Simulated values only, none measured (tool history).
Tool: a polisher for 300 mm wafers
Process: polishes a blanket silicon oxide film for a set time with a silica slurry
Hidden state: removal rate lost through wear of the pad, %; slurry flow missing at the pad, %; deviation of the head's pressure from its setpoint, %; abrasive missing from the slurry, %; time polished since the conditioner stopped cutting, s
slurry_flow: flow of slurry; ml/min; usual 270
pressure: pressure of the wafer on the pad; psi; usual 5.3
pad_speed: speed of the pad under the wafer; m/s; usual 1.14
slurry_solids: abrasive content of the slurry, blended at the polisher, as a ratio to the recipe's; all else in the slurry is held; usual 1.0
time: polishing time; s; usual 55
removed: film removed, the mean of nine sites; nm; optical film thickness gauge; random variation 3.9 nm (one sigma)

run	hour	slurry_flow	pressure	pad_speed	slurry_solids	time	wafers since the last listed run	wafers polished on this pad	hours since the slurry nozzle was cleaned	hours since the head pressure was calibrated	hours since the slurry blender was calibrated	hours since the conditioning disc was replaced	incoming thickness of the incoming film, nm	removed
1	0.0	270	5.3	1.14	1.0	55	0	957	456.2	45.8	129.8	403.9	1363.6	234.4
# hour 69.6: slurry nozzle cleaned
2	96.0	270	5.3	1.14	1.0	55	1420	2378	26.4	141.8	225.8	499.9	1343.8	231.0
# hour 110.4: slurry blender recalibrated
# hour 159.4: worn pad replaced by a new one
# hour 169.5: conditioning disc replaced and pad reconditioned
3	180.1	270	5.3	0.86	1.0	55	1137	279	110.5	225.9	69.7	10.6	1375.0	207.0
4	221.4	345	5.3	1.14	1.0	55	617	897	151.8	267.2	111.0	51.9	1370.9	245.5
5	297.4	345	5.3	1.14	1.0	55	1136	2033	227.8	343.2	187.0	127.9	1364.8	251.0
# hour 336.8: slurry blender recalibrated
6	402.5	270	5.3	1.14	1.0	55	1541	3575	332.9	448.3	65.7	233.0	1357.6	259.3
# hour 410.8: worn pad replaced by a new one
7	455.2	270	5.3	1.14	1.0	55	728	664	385.6	501.0	118.4	285.7	1385.3	248.5
# hour 490.3: slurry nozzle cleaned
8	501.0	270	5.3	1.14	1.0	55	669	1334	10.7	546.8	164.2	331.5	1369.9	241.0
9	561.2	270	6.8	0.74	1.0	37	900	2234	70.9	607.0	224.4	391.7	1349.8	159.3
# hour 577.5: slurry blender recalibrated
# hour 636.5: worn pad replaced by a new one
10	637.0	270	5.3	1.14	1.1	41	1043	8	146.7	682.8	59.5	467.5	1376.0	206.8
# hour 703.8: head pressure recalibrated
11	733.0	270	5.8	1.28	1.0	64	1405	1413	242.7	29.2	155.5	563.5	1380.1	319.1
# hour 760.3: conditioning disc replaced and pad reconditioned
# hour 813.3: slurry blender recalibrated
12	822.5	270	5.3	1.14	1.0	55	1278	2692	332.2	118.7	9.2	62.2	1376.8	273.3
# hour 870.7: worn pad replaced by a new one
13	909.6	270	4.0	1.14	1.2	46	1242	581	419.3	205.8	96.3	149.3	1339.7	172.1
# hour 923.3: slurry nozzle cleaned
14	1015.7	270	3.7	1.14	1.0	55	1571	2153	92.4	311.9	202.4	255.4	1350.0	166.0
# hour 1052.6: slurry blender recalibrated
15	1053.1	330	5.3	1.32	1.2	55	529	2682	129.8	349.3	0.5	292.8	1365.7	345.9
# hour 1071.9: worn pad replaced by a new one
16	1103.6	270	5.3	1.14	1.0	55	695	474	180.3	399.8	51.0	343.3	1351.3	267.7

Forecast each of these 5 alternatives for the next run:
A	1104.0	270	5.3	1.14	1.0	55	5	480	180.7	400.2	51.4	343.7	1352.0	?
B	1104.0	365	5.9	1.14	1.0	67	5	480	180.7	400.2	51.4	343.7	1352.0	?
C	1104.0	330	5.3	1.14	1.0	55	5	480	180.7	400.2	51.4	343.7	1352.0	?
D	1104.0	215	5.3	1.00	1.1	64	5	480	180.7	400.2	51.4	343.7	1352.0	?
E	1104.0	325	5.3	0.74	1.0	55	5	480	180.7	400.2	51.4	343.7	1352.0	?

run	removed
A	266.2
B	370.0
C	270.8
D	293.7
E	207.5
Without the tool's hidden state the same runs would have given:
run	removed
A	278.8
B	387.5
C	283.6
D	305.9
E	217.4
